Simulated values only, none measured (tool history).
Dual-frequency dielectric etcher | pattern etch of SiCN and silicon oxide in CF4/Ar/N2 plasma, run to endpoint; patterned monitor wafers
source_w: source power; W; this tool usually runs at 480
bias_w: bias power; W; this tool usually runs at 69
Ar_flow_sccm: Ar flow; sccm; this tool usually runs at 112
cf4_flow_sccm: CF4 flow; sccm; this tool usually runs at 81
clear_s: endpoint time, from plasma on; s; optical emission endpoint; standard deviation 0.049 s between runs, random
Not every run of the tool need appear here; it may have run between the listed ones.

| run | hour | source_w | bias_w | Ar_flow_sccm | cf4_flow_sccm | wafers since the last listed run | hours since the last wet clean | hours since the last source power generator calibration | hours since the last bias power generator calibration | hours since the last Ar flow controller change | hours since the last CF4 flow controller change | hours since the last upper electrode change | incoming incoming film thickness, nm | clear_s |
|---|---|---|---|---|---|---|---|---|---|---|---|---|---|---|
| 1 | 0 | 480 | 86 | 112 | 67 | 0 | 105.4 | 3248.2 | 44 | 103.2 | 173 | 131.5 | 14.04 | 12.6 |
| 2 | 25.9 | 480 | 69 | 120 | 81 | 508 | 131.3 | 3274.1 | 69.9 | 129.1 | 198.9 | 157.4 | 14.05 | 13.6 |
| 3 | 50.5 | 480 | 69 | 112 | 89 | 483 | 155.9 | 3298.7 | 94.5 | 153.7 | 223.5 | 182 | 14.05 | 13.3 |
| 4 | 67.7 | 480 | 57 | 112 | 62 | 337 | 173.1 | 3315.9 | 111.7 | 170.9 | 240.7 | 199.2 | 14.18 | 15 |
| 5 | 102.7 | 410 | 81 | 112 | 74 | 687 | 208.1 | 3350.9 | 146.7 | 205.9 | 275.7 | 234.2 | 14.07 | 15.1 |
|  | 112.7 | source power generator calibrated |
| 6 | 118.9 | 480 | 69 | 112 | 81 | 239 | 224.3 | 6.2 | 162.9 | 222.1 | 291.9 | 250.4 | 13.88 | 13.2 |
| 7 | 141.2 | 480 | 69 | 123 | 81 | 438 | 246.6 | 28.5 | 185.2 | 244.4 | 314.2 | 272.7 | 14.13 | 13.6 |
| 8 | 174 | 480 | 69 | 112 | 72 | 644 | 279.4 | 61.3 | 218 | 277.2 | 347 | 305.5 | 14.05 | 13.6 |
| 9 | 188 | 480 | 69 | 112 | 81 | 275 | 293.4 | 75.3 | 232 | 291.2 | 361 | 319.5 | 13.96 | 13.3 |
| 10 | 208.1 | 390 | 69 | 112 | 67 | 394 | 313.5 | 95.4 | 252.1 | 311.3 | 381.1 | 339.6 | 14.07 | 17.2 |
| 11 | 235.1 | 480 | 69 | 112 | 81 | 530 | 340.5 | 122.4 | 279.1 | 338.3 | 408.1 | 366.6 | 13.94 | 13.3 |
| 12 | 263.8 | 430 | 69 | 112 | 65 | 563 | 369.2 | 151.1 | 307.8 | 367 | 436.8 | 395.3 | 14.01 | 15.5 |
| 13 | 281.5 | 560 | 69 | 112 | 62 | 347 | 386.9 | 168.8 | 325.5 | 384.7 | 454.5 | 413 | 13.95 | 11.7 |
| 14 | 299.6 | 380 | 64 | 100 | 70 | 355 | 405 | 186.9 | 343.6 | 402.8 | 472.6 | 431.1 | 13.92 | 17.6 |
|  | 334.2 | wet clean of the chamber |
| 15 | 334.7 | 480 | 69 | 112 | 81 | 218 | 0.5 | 222 | 378.7 | 437.9 | 507.7 | 466.2 | 14.05 | 13.4 |
| 16 | 335.1 | 570 | 69 | 136 | 89 | 7 | 0.9 | 222.4 | 379.1 | 438.3 | 508.1 | 466.6 | 14.19 | 11.5 |
| 17 | 357.7 | 480 | 82 | 103 | 81 | 444 | 23.5 | 245 | 401.7 | 460.9 | 530.7 | 489.2 | 13.94 | 12.3 |
| 18 | 389.2 | 480 | 69 | 112 | 81 | 619 | 55 | 276.5 | 433.2 | 492.4 | 562.2 | 520.7 | 13.97 | 13.3 |
| 19 | 406.9 | 480 | 69 | 112 | 81 | 347 | 72.7 | 294.2 | 450.9 | 510.1 | 579.9 | 538.4 | 14 | 13.4 |
| 20 | 428.7 | 480 | 69 | 112 | 98 | 428 | 94.5 | 316 | 472.7 | 531.9 | 601.7 | 560.2 | 13.98 | 13.1 |
| 21 | 449.2 | 370 | 78 | 125 | 64 | 402 | 115 | 336.5 | 493.2 | 552.4 | 622.2 | 580.7 | 13.95 | 17.5 |
| 22 | 477.7 | 590 | 69 | 133 | 66 | 560 | 143.5 | 365 | 521.7 | 580.9 | 650.7 | 609.2 | 13.97 | 11.3 |
| 23 | 502 | 370 | 79 | 101 | 81 | 477 | 167.8 | 389.3 | 546 | 605.2 | 675 | 633.5 | 14.07 | 16.7 |
| 24 | 523.2 | 480 | 69 | 112 | 81 | 416 | 189 | 410.5 | 567.2 | 626.4 | 696.2 | 654.7 | 13.87 | 13.3 |

What if the next run were any one of these 5? Each begins from the tool's condition after run 24:
| A | 523.6 | 480 | 69 | 112 | 81 | 7 | 189.4 | 410.9 | 567.6 | 626.8 | 696.6 | 655.1 | 14.01 | ? |
| B | 523.6 | 390 | 69 | 125 | 70 | 7 | 189.4 | 410.9 | 567.6 | 626.8 | 696.6 | 655.1 | 14.01 | ? |
| C | 523.6 | 560 | 69 | 95 | 68 | 7 | 189.4 | 410.9 | 567.6 | 626.8 | 696.6 | 655.1 | 14.01 | ? |
| D | 523.6 | 420 | 69 | 98 | 81 | 7 | 189.4 | 410.9 | 567.6 | 626.8 | 696.6 | 655.1 | 14.01 | ? |
| E | 523.6 | 370 | 55 | 91 | 66 | 7 | 189.4 | 410.9 | 567.6 | 626.8 | 696.6 | 655.1 | 14.01 | ? |

| run | clear_s |
|---|---|
| A | 13.4 |
| B | 17.2 |
| C | 11.4 |
| D | 15.1 |
| E | 19.3 |
With the hidden condition removed and each run's random variation left untouched, the same runs would have given:
| run | clear_s |
|---|---|
| A | 13.4 |
| B | 17.2 |
| C | 11.4 |
| D | 15.1 |
| E | 19.3 |

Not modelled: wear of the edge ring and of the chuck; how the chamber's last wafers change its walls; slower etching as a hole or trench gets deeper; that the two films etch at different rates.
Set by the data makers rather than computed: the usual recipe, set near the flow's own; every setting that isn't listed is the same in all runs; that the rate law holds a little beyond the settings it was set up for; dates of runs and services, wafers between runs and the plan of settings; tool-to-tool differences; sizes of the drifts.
